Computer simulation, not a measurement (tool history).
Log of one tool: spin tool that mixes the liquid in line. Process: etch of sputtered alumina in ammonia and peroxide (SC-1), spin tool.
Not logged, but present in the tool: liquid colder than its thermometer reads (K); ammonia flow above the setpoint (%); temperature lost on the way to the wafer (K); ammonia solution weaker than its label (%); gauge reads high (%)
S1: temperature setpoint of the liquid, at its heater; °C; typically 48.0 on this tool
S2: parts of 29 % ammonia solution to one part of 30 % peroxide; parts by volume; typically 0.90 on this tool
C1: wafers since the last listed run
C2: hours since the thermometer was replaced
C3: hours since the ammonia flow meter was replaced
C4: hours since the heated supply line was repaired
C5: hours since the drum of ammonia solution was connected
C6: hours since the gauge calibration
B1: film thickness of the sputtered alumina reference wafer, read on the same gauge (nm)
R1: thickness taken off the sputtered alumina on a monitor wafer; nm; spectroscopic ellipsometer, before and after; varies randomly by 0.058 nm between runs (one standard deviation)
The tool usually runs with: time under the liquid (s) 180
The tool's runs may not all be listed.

{"run": 1, "hour": 0.0, "S1": 48.0, "S2": 0.9, "time under the liquid (s)": 180, "C1": 0, "C2": 787.7, "C3": 1648.5, "C4": 2953.3, "C5": 87.4, "C6": 349.1, "B1": 99.99, "R1": 6.42}
{"run": 2, "hour": 12.0, "S1": 48.0, "S2": 0.9, "time under the liquid (s)": 180, "C1": 81, "C2": 799.7, "C3": 1660.5, "C4": 2965.3, "C5": 99.4, "C6": 361.1, "B1": 99.99, "R1": 6.4}
{"run": 3, "hour": 23.3, "S1": 48.0, "S2": 0.9, "time under the liquid (s)": 180, "C1": 76, "C2": 811.0, "C3": 1671.8, "C4": 2976.6, "C5": 110.7, "C6": 372.4, "B1": 100.0, "R1": 6.38}
{"run": 4, "hour": 63.1, "S1": 48.0, "S2": 0.9, "time under the liquid (s)": 180, "C1": 269, "C2": 850.8, "C3": 1711.6, "C4": 3016.4, "C5": 150.5, "C6": 412.2, "B1": 100.01, "R1": 6.43}
{"run": 5, "hour": 79.9, "S1": 48.0, "S2": 0.9, "time under the liquid (s)": 180, "C1": 113, "C2": 867.6, "C3": 1728.4, "C4": 3033.2, "C5": 167.3, "C6": 429.0, "B1": 100.0, "R1": 6.42}
{"run": 6, "hour": 89.0, "S1": 48.0, "S2": 0.9, "time under the liquid (s)": 180, "C1": 61, "C2": 876.7, "C3": 1737.5, "C4": 3042.3, "C5": 176.4, "C6": 438.1, "B1": 100.01, "R1": 6.37}
{"run": 7, "hour": 100.1, "S1": 48.0, "S2": 0.55, "time under the liquid (s)": 180, "C1": 75, "C2": 887.8, "C3": 1748.6, "C4": 3053.4, "C5": 187.5, "C6": 449.2, "B1": 100.0, "R1": 6.07}
{"hour": 127.1, "done": "gauge calibrated"}
{"hour": 140.1, "done": "thermometer replaced"}
{"run": 8, "hour": 143.2, "S1": 48.0, "S2": 0.9, "time under the liquid (s)": 180, "C1": 284, "C2": 3.1, "C3": 1791.7, "C4": 3096.5, "C5": 230.6, "C6": 16.1, "B1": 99.99, "R1": 6.32}
{"run": 9, "hour": 159.1, "S1": 55.0, "S2": 0.9, "time under the liquid (s)": 180, "C1": 107, "C2": 19.0, "C3": 1807.6, "C4": 3112.4, "C5": 246.5, "C6": 32.0, "B1": 100.01, "R1": 9.43}
{"hour": 167.3, "done": "new drum of ammonia solution connected"}
{"run": 10, "hour": 171.8, "S1": 48.0, "S2": 0.9, "time under the liquid (s)": 180, "C1": 79, "C2": 31.7, "C3": 1820.3, "C4": 3125.1, "C5": 4.5, "C6": 44.7, "B1": 99.98, "R1": 6.28}
{"hour": 177.3, "done": "ammonia flow meter replaced"}
{"run": 11, "hour": 179.7, "S1": 54.5, "S2": 0.9, "time under the liquid (s)": 180, "C1": 46, "C2": 39.6, "C3": 2.4, "C4": 3133.0, "C5": 12.4, "C6": 52.6, "B1": 100.02, "R1": 9.19}
{"run": 12, "hour": 195.7, "S1": 48.0, "S2": 0.9, "time under the liquid (s)": 180, "C1": 108, "C2": 55.6, "C3": 18.4, "C4": 3149.0, "C5": 28.4, "C6": 68.6, "B1": 100.0, "R1": 6.4}
{"hour": 206.0, "done": "heated supply line repaired"}
{"run": 13, "hour": 211.1, "S1": 44.0, "S2": 0.6, "time under the liquid (s)": 180, "C1": 97, "C2": 71.0, "C3": 33.8, "C4": 5.1, "C5": 43.8, "C6": 84.0, "B1": 99.99, "R1": 6.07}
{"run": 14, "hour": 227.5, "S1": 48.0, "S2": 1.2, "time under the liquid (s)": 215, "C1": 111, "C2": 87.4, "C3": 50.2, "C4": 21.5, "C5": 60.2, "C6": 100.4, "B1": 100.0, "R1": 9.74}
{"run": 15, "hour": 241.7, "S1": 48.0, "S2": 0.9, "time under the liquid (s)": 180, "C1": 96, "C2": 101.6, "C3": 64.4, "C4": 35.7, "C5": 74.4, "C6": 114.6, "B1": 100.0, "R1": 7.92}
{"run": 16, "hour": 255.8, "S1": 48.0, "S2": 1.05, "time under the liquid (s)": 105, "C1": 95, "C2": 115.7, "C3": 78.5, "C4": 49.8, "C5": 88.5, "C6": 128.7, "B1": 99.99, "R1": 4.68}
{"run": 17, "hour": 265.7, "S1": 51.5, "S2": 0.9, "time under the liquid (s)": 180, "C1": 67, "C2": 125.6, "C3": 88.4, "C4": 59.7, "C5": 98.4, "C6": 138.6, "B1": 100.0, "R1": 9.55}
{"run": 18, "hour": 275.3, "S1": 44.5, "S2": 0.6, "time under the liquid (s)": 215, "C1": 64, "C2": 135.2, "C3": 98.0, "C4": 69.3, "C5": 108.0, "C6": 148.2, "B1": 100.0, "R1": 7.41}
{"run": 19, "hour": 281.4, "S1": 48.0, "S2": 0.9, "time under the liquid (s)": 180, "C1": 41, "C2": 141.3, "C3": 104.1, "C4": 75.4, "C5": 114.1, "C6": 154.3, "B1": 100.01, "R1": 7.93}
{"run": 20, "hour": 297.1, "S1": 51.0, "S2": 1.2, "time under the liquid (s)": 150, "C1": 106, "C2": 157.0, "C3": 119.8, "C4": 91.1, "C5": 129.8, "C6": 170.0, "B1": 100.01, "R1": 8.11}
{"run": 21, "hour": 309.8, "S1": 43.0, "S2": 0.45, "time under the liquid (s)": 75, "C1": 85, "C2": 169.7, "C3": 132.5, "C4": 103.8, "C5": 142.5, "C6": 182.7, "B1": 100.01, "R1": 2.32}
{"run": 22, "hour": 325.5, "S1": 45.0, "S2": 0.7, "time under the liquid (s)": 100, "C1": 106, "C2": 185.4, "C3": 148.2, "C4": 119.5, "C5": 158.2, "C6": 198.4, "B1": 99.99, "R1": 3.63}
{"run": 23, "hour": 343.3, "S1": 48.0, "S2": 0.9, "time under the liquid (s)": 180, "C1": 120, "C2": 203.2, "C3": 166.0, "C4": 137.3, "C5": 176.0, "C6": 216.2, "B1": 100.0, "R1": 7.76}
{"run": 24, "hour": 350.1, "S1": 48.0, "S2": 0.55, "time under the liquid (s)": 180, "C1": 46, "C2": 210.0, "C3": 172.8, "C4": 144.1, "C5": 182.8, "C6": 223.0, "B1": 99.99, "R1": 7.49}

Here are 5 independent what-if runs from the current tool condition. What would each one return?
{"run": "A", "hour": 350.6, "S1": 48.0, "S2": 0.9, "time under the liquid (s)": 180, "C1": 3, "C2": 210.5, "C3": 173.3, "C4": 144.6, "C5": 183.3, "C6": 223.5, "B1": "?", "R1": "?"}
{"run": "B", "hour": 350.6, "S1": 42.5, "S2": 1.2, "time under the liquid (s)": 255, "C1": 3, "C2": 210.5, "C3": 173.3, "C4": 144.6, "C5": 183.3, "C6": 223.5, "B1": "?", "R1": "?"}
{"run": "C", "hour": 350.6, "S1": 52.0, "S2": 0.9, "time under the liquid (s)": 180, "C1": 3, "C2": 210.5, "C3": 173.3, "C4": 144.6, "C5": 183.3, "C6": 223.5, "B1": "?", "R1": "?"}
{"run": "D", "hour": 350.6, "S1": 39.5, "S2": 0.9, "time under the liquid (s)": 180, "C1": 3, "C2": 210.5, "C3": 173.3, "C4": 144.6, "C5": 183.3, "C6": 223.5, "B1": "?", "R1": "?"}
{"run": "E", "hour": 350.6, "S1": 43.5, "S2": 0.8, "time under the liquid (s)": 115, "C1": 3, "C2": 210.5, "C3": 173.3, "C4": 144.6, "C5": 183.3, "C6": 223.5, "B1": "?", "R1": "?"}

run=A B1=99.98 R1=7.90
run=B B1=99.98 R1=8.41
run=C B1=99.98 R1=9.85
run=D B1=99.98 R1=4.84
run=E B1=99.98 R1=3.87
Without the tool's hidden state the same runs would have given:
run=A R1=8.07
run=B R1=8.60
run=C R1=10.06
run=D R1=4.95
run=E R1=3.95
